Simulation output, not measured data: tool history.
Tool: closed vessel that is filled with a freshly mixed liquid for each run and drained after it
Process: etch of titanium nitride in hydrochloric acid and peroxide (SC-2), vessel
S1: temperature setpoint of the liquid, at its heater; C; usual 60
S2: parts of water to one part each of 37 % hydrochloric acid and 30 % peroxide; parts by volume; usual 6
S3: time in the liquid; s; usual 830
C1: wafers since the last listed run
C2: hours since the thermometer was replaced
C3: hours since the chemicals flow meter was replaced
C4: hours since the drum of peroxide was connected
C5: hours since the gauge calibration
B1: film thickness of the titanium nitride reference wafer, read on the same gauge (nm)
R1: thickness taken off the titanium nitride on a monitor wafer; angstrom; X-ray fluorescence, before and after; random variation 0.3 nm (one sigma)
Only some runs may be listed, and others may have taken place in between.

| run | day | S1 | S2 | S3 | C1 | C2 | C3 | C4 | C5 | B1 | R1 |
|---|---|---|---|---|---|---|---|---|---|---|---|
| 1 | 0 | 53 | 7 | 830 | 0 | 714.5 | 1618 | 1048.9 | 67.1 | 40 | 283.3 |
|  | 0.183 | chemicals flow meter replaced |
|  | 0.658 | new drum of peroxide connected |
| 2 | 3.642 | 53 | 7 | 830 | 4393 | 801.9 | 83 | 71.6 | 154.5 | 40.01 | 300 |
| 3 | 6.833 | 53 | 7 | 830 | 3940 | 878.5 | 159.6 | 148.2 | 231.1 | 40.02 | 296.4 |
| 4 | 11.062 | 56.5 | 6 | 830 | 5221 | 980 | 261.1 | 249.7 | 332.6 | 40.02 | 419.3 |
| 5 | 15.325 | 60 | 5.5 | 450 | 5263 | 1082.3 | 363.4 | 352 | 434.9 | 40.01 | 300.9 |
| 6 | 17.204 | 60 | 5.5 | 450 | 2320 | 1127.4 | 408.5 | 397.1 | 480 | 40 | 301.1 |
| 7 | 21.083 | 60 | 6 | 830 | 4789 | 1220.5 | 501.6 | 490.2 | 573.1 | 40 | 512.2 |
| 8 | 22.929 | 60 | 6 | 830 | 2279 | 1264.8 | 545.9 | 534.5 | 617.4 | 39.99 | 511.3 |
| 9 | 26.662 | 60 | 6 | 830 | 4609 | 1354.4 | 635.5 | 624.1 | 707 | 40.01 | 516.1 |
| 10 | 29.492 | 60 | 6 | 830 | 3493 | 1422.3 | 703.4 | 692 | 774.9 | 40.01 | 512.7 |
| 11 | 33.342 | 60 | 6 | 830 | 4753 | 1514.7 | 795.8 | 784.4 | 867.3 | 40.01 | 511.3 |
| 12 | 36.992 | 69.5 | 6 | 830 | 4506 | 1602.3 | 883.4 | 872 | 954.9 | 39.99 | 908.1 |
| 13 | 41.262 | 62.5 | 6 | 830 | 5273 | 1704.8 | 985.9 | 974.5 | 1057.4 | 40 | 586.7 |
| 14 | 43.162 | 66 | 8 | 830 | 2346 | 1750.4 | 1031.5 | 1020.1 | 1103 | 39.98 | 584.8 |
| 15 | 46.283 | 60 | 6 | 985 | 3853 | 1825.3 | 1106.4 | 1095 | 1177.9 | 40.01 | 596 |
| 16 | 49.921 | 50 | 4 | 435 | 4491 | 1912.6 | 1193.7 | 1182.3 | 1265.2 | 40 | 183 |
|  | 51.362 | new drum of peroxide connected |
| 17 | 52.967 | 60 | 6 | 830 | 3709 | 1985.7 | 1266.8 | 38.5 | 1338.3 | 39.98 | 499 |
|  | 53.058 | thermometer replaced |
| 18 | 55.442 | 53 | 6 | 830 | 3004 | 57.2 | 1326.2 | 97.9 | 1397.7 | 39.97 | 327.5 |
| 19 | 58.429 | 60 | 6 | 830 | 3688 | 128.9 | 1397.9 | 169.6 | 1469.4 | 40.01 | 506.1 |
|  | 61.496 | chemicals flow meter replaced |
|  | 61.538 | gauge calibrated |
| 20 | 62.212 | 57 | 7 | 1100 | 4620 | 219.7 | 17.2 | 260.4 | 16.2 | 40 | 519.3 |
| 21 | 65.662 | 60 | 6 | 830 | 4259 | 302.5 | 100 | 343.2 | 99 | 39.99 | 525.6 |
| 22 | 68.583 | 55 | 5 | 530 | 3606 | 372.6 | 170.1 | 413.3 | 169.1 | 40 | 280 |
| 23 | 70.092 | 68.5 | 6 | 830 | 1862 | 408.8 | 206.3 | 449.5 | 205.3 | 39.99 | 892.2 |
| 24 | 73.917 | 55.5 | 6 | 495 | 4722 | 500.6 | 298.1 | 541.3 | 297.1 | 39.98 | 236.2 |
| 25 | 75.9 | 60 | 6 | 830 | 2448 | 548.2 | 345.7 | 588.9 | 344.7 | 40.01 | 524.8 |
| 26 | 78.388 | 60 | 6 | 830 | 3071 | 607.9 | 405.4 | 648.6 | 404.4 | 39.98 | 518.3 |
| 27 | 80.796 | 60 | 5 | 1320 | 2973 | 665.7 | 463.2 | 706.4 | 462.2 | 40 | 946.9 |
| 28 | 83.775 | 60 | 6 | 830 | 3678 | 737.2 | 534.7 | 777.9 | 533.7 | 40.01 | 517.6 |

Below are 5 alternative next runs, each starting from the tool's condition after run 28. Predict each:
| A | 83.812 | 60 | 6 | 830 | 46 | 738.1 | 535.6 | 778.8 | 534.6 | ? | ? |
| B | 83.812 | 60 | 6 | 1310 | 46 | 738.1 | 535.6 | 778.8 | 534.6 | ? | ? |
| C | 83.812 | 56 | 4 | 380 | 46 | 738.1 | 535.6 | 778.8 | 534.6 | ? | ? |
| D | 83.812 | 51 | 6 | 525 | 46 | 738.1 | 535.6 | 778.8 | 534.6 | ? | ? |
| E | 83.812 | 69 | 8 | 680 | 46 | 738.1 | 535.6 | 778.8 | 534.6 | ? | ? |

| run | B1 | R1 |
|---|---|---|
| A | 39.99 | 520.8 |
| B | 39.99 | 821.9 |
| C | 39.99 | 247.1 |
| D | 39.99 | 184.2 |
| E | 39.99 | 591 |
Stripped of hidden state, with their random variation kept, the same runs would have yielded:
| run | R1 |
|---|---|
| A | 541.2 |
| B | 854.2 |
| C | 256.3 |
| D | 191.6 |
| E | 614.7 |

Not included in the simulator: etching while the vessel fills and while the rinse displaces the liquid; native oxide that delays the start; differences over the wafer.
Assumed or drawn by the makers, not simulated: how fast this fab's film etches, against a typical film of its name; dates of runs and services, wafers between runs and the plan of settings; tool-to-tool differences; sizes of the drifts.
